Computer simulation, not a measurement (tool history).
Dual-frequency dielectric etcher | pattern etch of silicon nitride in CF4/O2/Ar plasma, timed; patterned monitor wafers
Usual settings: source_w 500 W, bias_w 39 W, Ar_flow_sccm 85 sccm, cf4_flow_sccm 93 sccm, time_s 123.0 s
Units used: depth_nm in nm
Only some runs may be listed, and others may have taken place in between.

run	hour	source_w	bias_w	Ar_flow_sccm	cf4_flow_sccm	time_s	wafers since the last listed run	hours since the last wet clean	hours since the last source power generator calibration	hours since the last bias power generator calibration	hours since the last Ar flow controller change	hours since the last CF4 flow controller change	hours since the last upper electrode change	hours since the gauge calibration	read-back reference wafer on the same gauge, depth_nm	depth_nm
1	0.0	420	39	85	93	105.5	0	238.2	3203.4	3555.0	2437.8	4881.1	2746.4	520.4	189.1	128.0
2	55.7	420	39	85	93	105.5	537	293.9	3259.1	3610.7	2493.5	4936.8	2802.1	576.1	189.0	127.2
3	103.4	410	39	85	93	142.5	459	341.6	3306.8	3658.4	2541.2	4984.5	2849.8	623.8	189.0	168.8
4	149.5	410	39	85	93	142.5	444	387.7	3352.9	3704.5	2587.3	5030.6	2895.9	669.9	189.0	169.5
# hour 156.7: Ar flow controller replaced
5	176.1	500	39	90	93	123.0	198	414.3	3379.5	3731.1	19.4	5057.2	2922.5	696.5	189.2	180.0
# hour 221.1: upper electrode replaced
6	226.7	500	39	90	93	123.0	256	464.9	3430.1	3781.7	70.0	5107.8	5.6	747.1	189.1	180.0
# hour 236.0: source power generator calibrated
# hour 262.7: wet clean of the chamber
7	263.2	500	39	85	93	123.0	81	0.5	27.2	3818.2	106.5	5144.3	42.1	783.6	189.0	190.1
# hour 325.8: CF4 flow controller replaced
8	326.3	500	39	72	78	123.0	550	63.6	90.3	3881.3	169.6	0.5	105.2	846.7	189.0	185.8
9	403.4	400	29	104	93	110.5	743	140.7	167.4	3958.4	246.7	77.6	182.3	923.8	189.0	108.6
10	458.9	500	39	65	75	149.5	535	196.2	222.9	4013.9	302.2	133.1	237.8	979.3	188.9	227.6
11	492.6	500	39	85	93	123.0	324	229.9	256.6	4047.6	335.9	166.8	271.5	1013.0	188.9	191.2
# hour 528.0: gauge calibrated
12	563.6	500	39	85	93	123.0	684	300.9	327.6	4118.6	406.9	237.8	342.5	35.6	188.9	191.7
# hour 744.6: wet clean of the chamber
13	745.1	440	39	85	93	146.5	1518	0.5	509.1	4300.1	588.4	419.3	524.0	217.1	189.0	194.1
# hour 929.4: bias power generator calibrated
14	939.6	500	39	97	106	104.5	1836	195.0	703.6	10.2	782.9	613.8	718.5	411.6	189.1	162.2
15	972.9	500	45	85	93	123.0	321	228.3	736.9	43.5	816.2	647.1	751.8	444.9	189.1	204.8
16	1008.9	500	39	85	110	156.0	347	264.3	772.9	79.5	852.2	683.1	787.8	480.9	189.0	248.3
17	1034.9	500	44	74	104	145.0	250	290.3	798.9	105.5	878.2	709.1	813.8	506.9	189.0	248.1
18	1069.2	500	39	85	93	123.0	330	324.6	833.2	139.8	912.5	743.4	848.1	541.2	189.0	189.2
19	1114.5	500	39	85	109	123.0	436	369.9	878.5	185.1	957.8	788.7	893.4	586.5	189.1	196.9
20	1161.8	500	39	102	93	123.0	456	417.2	925.8	232.4	1005.1	836.0	940.7	633.8	189.0	184.6
21	1210.8	500	39	85	108	150.5	472	466.2	974.8	281.4	1054.1	885.0	989.7	682.8	189.2	240.4
# hour 1247.2: wet clean of the chamber
22	1264.5	500	35	85	101	123.0	286	17.3	1028.5	335.1	1107.8	938.7	1043.4	736.5	189.0	178.6

Forecast each of these 3 alternatives for the next run:
A	1265.0	500	39	101	93	123.0	4	17.8	1029.0	335.6	1108.3	939.2	1043.9	737.0	?	?
B	1265.0	390	39	79	93	94.0	4	17.8	1029.0	335.6	1108.3	939.2	1043.9	737.0	?	?
C	1265.0	420	31	85	79	99.5	4	17.8	1029.0	335.6	1108.3	939.2	1043.9	737.0	?	?

run	read-back reference wafer on the same gauge, depth_nm	depth_nm
A	188.9	182.4
B	188.9	109.8
C	188.9	104.8
Stripped of hidden state, with their random variation kept, the same runs would have yielded:
run	depth_nm
A	183.5
B	110.4
C	105.4
